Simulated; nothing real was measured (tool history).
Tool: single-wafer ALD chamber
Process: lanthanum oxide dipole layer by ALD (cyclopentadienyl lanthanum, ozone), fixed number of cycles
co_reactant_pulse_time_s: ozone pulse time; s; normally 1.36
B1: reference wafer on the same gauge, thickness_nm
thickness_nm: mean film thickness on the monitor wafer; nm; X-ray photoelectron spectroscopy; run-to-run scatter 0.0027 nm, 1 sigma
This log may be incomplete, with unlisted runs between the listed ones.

run 1 hour=0.0 | co_reactant_pulse_time_s=1.36 | B1=0.610 | thickness_nm=0.500
run 2 hour=19.1 | co_reactant_pulse_time_s=1.36 | B1=0.611 | thickness_nm=0.499
-- hour=44.2 gauge calibrated
run 3 hour=53.3 | co_reactant_pulse_time_s=1.59 | B1=0.611 | thickness_nm=0.512
run 4 hour=68.4 | co_reactant_pulse_time_s=1.59 | B1=0.611 | thickness_nm=0.507
run 5 hour=100.7 | co_reactant_pulse_time_s=1.36 | B1=0.611 | thickness_nm=0.489
run 6 hour=128.1 | co_reactant_pulse_time_s=1.36 | B1=0.611 | thickness_nm=0.487
run 7 hour=150.1 | co_reactant_pulse_time_s=1.36 | B1=0.610 | thickness_nm=0.480
run 8 hour=168.4 | co_reactant_pulse_time_s=1.22 | B1=0.611 | thickness_nm=0.467
-- hour=191.3 thermocouple changed; heater temperature recalibrated
-- hour=193.9 ozone generator serviced
run 9 hour=199.1 | co_reactant_pulse_time_s=1.75 | B1=0.612 | thickness_nm=0.463
run 10 hour=212.7 | co_reactant_pulse_time_s=1.00 | B1=0.611 | thickness_nm=0.353
run 11 hour=227.2 | co_reactant_pulse_time_s=1.36 | B1=0.611 | thickness_nm=0.418

Run 12 has not been measured yet. What should we expect?
-- hour=250.8 gauge calibrated
run 12 hour=254.6 | co_reactant_pulse_time_s=1.52 | B1=? | thickness_nm=?

B1: 0.612
thickness_nm: 0.440 nm
Had the tool carried no hidden state, the very same run would have given thickness_nm 0.525 nm.
